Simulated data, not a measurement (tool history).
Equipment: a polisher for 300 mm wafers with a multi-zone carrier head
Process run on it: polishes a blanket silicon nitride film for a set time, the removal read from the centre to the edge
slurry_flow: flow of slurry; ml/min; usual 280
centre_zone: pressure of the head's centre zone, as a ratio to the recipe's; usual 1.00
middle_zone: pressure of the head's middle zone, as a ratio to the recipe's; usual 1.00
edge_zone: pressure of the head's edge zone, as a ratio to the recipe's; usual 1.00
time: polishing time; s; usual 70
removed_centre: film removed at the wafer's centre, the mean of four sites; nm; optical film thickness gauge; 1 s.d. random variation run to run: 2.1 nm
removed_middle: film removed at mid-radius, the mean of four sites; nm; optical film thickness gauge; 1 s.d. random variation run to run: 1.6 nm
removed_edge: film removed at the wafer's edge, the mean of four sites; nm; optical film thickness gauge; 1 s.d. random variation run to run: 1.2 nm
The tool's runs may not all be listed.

run     day  slurry_flow  centre_zone  middle_zone  edge_zone  time  incoming thickness of the incoming film, nm  removed_centre  removed_middle  removed_edge
  1   0.000          280         1.00         1.00       1.00    70                                        751.5           134.7           157.2         159.4
  2   0.317          335         1.00         0.88       1.00    70                                        749.2           137.2           144.3         162.9
      0.675  -- centre zone pressure recalibrated, repeated, since the last time left the tool worse
      0.954  -- worn pad replaced by a new one
  3   0.975          280         1.00         0.95       1.00    63                                        749.5           145.4           136.7         147.7
  4   1.312          315         1.00         1.07       1.09    70                                        754.2           160.2           172.4         166.9
  5   1.983          280         1.00         1.00       1.00    70                                        751.3           161.2           156.8         162.0
  6   2.517          280         1.00         1.00       1.08    53                                        747.7           120.1           121.5         126.7
  7   2.871          280         1.00         1.11       0.90    70                                        748.0           159.0           173.3         151.4
  8   3.417          180         1.12         1.10       1.00    83                                        749.2           206.7           193.6         187.8
  9   3.750          280         1.00         1.00       1.00    85                                        750.3           194.7           194.7         198.8
 10   4.021          280         0.88         0.93       1.00    70                                        750.4           140.1           149.6         162.8
 11   4.354          240         1.00         1.03       1.09    59                                        761.3           134.5           134.1         139.4
 12   4.967          280         1.00         1.00       1.00    70                                        751.7           159.8           156.2         161.5
 13   5.533          315         1.00         1.06       1.00    70                                        766.7           163.4           165.5         162.0
      5.971  -- worn pad replaced by a new one
 14   7.492          280         1.00         1.08       1.00    70                                        755.0           163.9           167.1         159.7
 15   7.750          280         1.00         1.00       1.00    70                                        751.9           158.4           159.5         160.6
 16   8.221          280         1.00         1.00       1.00    70                                        734.7           159.4           154.8         161.3
 17   8.854          230         1.00         1.00       1.06    70                                        763.7           153.3           157.7         165.3
 18   9.200          280         0.92         1.00       0.94    70                                        756.0           145.0           157.7         156.3
 19   9.642          280         1.00         1.00       1.05    70                                        750.1           156.1           157.6         163.4
     10.242  -- worn pad replaced by a new one
 20  10.262          280         1.00         1.00       1.00    70                                        752.6           157.1           159.2         161.0
 21  10.342          185         1.11         1.00       0.96    77                                        742.9           188.1           169.6         167.7

Below are 5 alternative next runs, each starting from the tool's condition after run 21. Predict each:
  A  10.358          280         1.00         1.00       1.00    53                                        761.7               ?               ?             ?
  B  10.358          280         1.00         1.03       0.92    70                                        761.7               ?               ?             ?
  C  10.358          280         0.89         1.00       1.00    70                                        761.7               ?               ?             ?
  D  10.358          280         0.96         0.95       1.00    64                                        761.7               ?               ?             ?
  E  10.358          280         1.00         0.97       1.00    70                                        761.7               ?               ?             ?

run  removed_centre  removed_middle  removed_edge
  A           119.1           121.1         123.3
  B           157.4           164.0         156.5
  C           139.9           160.0         162.9
  D           138.0           140.1         149.0
  E           157.3           155.9         162.9
Take away the tool's hidden state, keep each run's random variation, and the runs would have read:
run  removed_centre  removed_middle  removed_edge
  A           121.1           121.1         123.3
  B           160.0           164.0         156.5
  C           142.3           160.0         162.9
  D           140.3           140.1         149.0
  E           160.0           155.9         162.9

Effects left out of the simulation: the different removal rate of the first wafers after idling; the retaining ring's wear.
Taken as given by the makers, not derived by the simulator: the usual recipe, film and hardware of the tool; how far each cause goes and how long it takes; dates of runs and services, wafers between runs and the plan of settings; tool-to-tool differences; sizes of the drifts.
